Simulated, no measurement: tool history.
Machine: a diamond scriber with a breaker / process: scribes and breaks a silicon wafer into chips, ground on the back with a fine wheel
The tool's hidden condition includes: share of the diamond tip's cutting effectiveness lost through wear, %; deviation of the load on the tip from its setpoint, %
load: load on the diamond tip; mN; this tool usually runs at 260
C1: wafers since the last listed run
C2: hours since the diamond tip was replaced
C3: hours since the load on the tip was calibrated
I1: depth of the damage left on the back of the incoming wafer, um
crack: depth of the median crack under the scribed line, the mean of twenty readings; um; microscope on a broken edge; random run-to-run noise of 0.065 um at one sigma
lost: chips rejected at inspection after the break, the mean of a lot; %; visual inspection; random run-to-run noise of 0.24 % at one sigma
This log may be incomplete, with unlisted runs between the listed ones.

Run 1, hour 0.0: usual settings but load 277 mN; C1 0; C2 474.9; C3 872.4; I1 1.50. Result: crack 8.85 um, lost 2.97 %.
At hour 48.1: diamond tip replaced by a new one.
At hour 64.2: load on the tip recalibrated.
Run 2, hour 72.5: usual settings but load 277 mN; C1 181; C2 24.4; C3 8.3; I1 2.51. Result: crack 8.09 um, lost 4.02 %.
Run 3, hour 134.8: usual settings but load 277 mN; C1 165; C2 86.7; C3 70.6; I1 2.07. Result: crack 8.22 um, lost 2.77 %.
Run 4, hour 213.3: usual settings but load 205 mN; C1 208; C2 165.2; C3 149.1; I1 2.35. Result: crack 7.11 um, lost 6.72 %.
Run 5, hour 292.7: usual settings but load 205 mN; C1 210; C2 244.6; C3 228.5; I1 2.29. Result: crack 7.13 um, lost 5.67 %.
Run 6, hour 349.8: usual settings; C1 151; C2 301.7; C3 285.6; I1 2.75. Result: crack 8.18 um, lost 5.12 %.
Run 7, hour 444.1: usual settings but load 229 mN; C1 250; C2 396.0; C3 379.9; I1 2.27. Result: crack 7.69 um, lost 4.19 %.
Run 8, hour 518.2: usual settings but load 229 mN; C1 196; C2 470.1; C3 454.0; I1 1.64. Result: crack 7.61 um, lost 2.16 %.
Run 9, hour 583.1: usual settings but load 229 mN; C1 172; C2 535.0; C3 518.9; I1 1.55. Result: crack 7.74 um, lost 2.17 %.
At hour 604.6: diamond tip replaced by a new one.
Run 10, hour 688.9: usual settings but load 221 mN; C1 275; C2 84.3; C3 624.7; I1 2.00. Result: crack 7.73 um, lost 3.26 %.
Run 11, hour 751.3: usual settings but load 322 mN; C1 165; C2 146.7; C3 687.1; I1 2.59. Result: crack 9.38 um, lost 7.30 %.
Run 12, hour 832.0: usual settings but load 328 mN; C1 214; C2 227.4; C3 767.8; I1 2.89. Result: crack 9.60 um, lost 9.63 %.
Run 13, hour 920.4: usual settings but load 234 mN; C1 234; C2 315.8; C3 856.2; I1 2.86. Result: crack 8.02 um, lost 5.97 %.
Run 14, hour 1012.3: usual settings but load 225 mN; C1 243; C2 407.7; C3 948.1; I1 2.39. Result: crack 7.82 um, lost 4.13 %.
At hour 1128.0: diamond tip replaced by a new one.
At hour 1215.0: load on the tip recalibrated.
Run 15, hour 1334.5: usual settings but load 238 mN; C1 844; C2 206.5; C3 119.5; I1 1.85. Result: crack 7.66 um, lost 2.64 %.
Run 16, hour 1408.1: usual settings; C1 195; C2 280.1; C3 193.1; I1 1.77. Result: crack 7.94 um, lost 2.26 %.
Run 17, hour 1491.3: usual settings but load 291 mN; C1 220; C2 363.3; C3 276.3; I1 1.94. Result: crack 8.38 um, lost 3.14 %.
Run 18, hour 1549.3: usual settings but load 331 mN; C1 153; C2 421.3; C3 334.3; I1 2.09. Result: crack 9.28 um, lost 5.83 %.
Run 19, hour 1644.6: usual settings; C1 252; C2 516.6; C3 429.6; I1 1.54. Result: crack 8.09 um, lost 1.85 %.
Run 20, hour 1736.6: usual settings; C1 244; C2 608.6; C3 521.6; I1 2.72. Result: crack 8.10 um, lost 4.40 %.

What if the next run were any one of these 3? Each begins from the tool's condition after run 20:
Run A, hour 1737.2: usual settings; C1 1; C2 609.2; C3 522.2; I1 2.78. Result: crack ?, lost ?.
Run B, hour 1737.2: usual settings but load 182 mN; C1 1; C2 609.2; C3 522.2; I1 2.78. Result: crack ?, lost ?.
Run C, hour 1737.2: usual settings but load 210 mN; C1 1; C2 609.2; C3 522.2; I1 2.78. Result: crack ?, lost ?.

run  crack   lost
  A   8.17   5.45
  B   6.79  10.80
  C   7.30   7.48
Stripped of hidden state, with their random variation kept, the same runs would have yielded:
run  crack   lost
  A   7.87   5.69
  B   6.54  13.11
  C   7.03   9.01
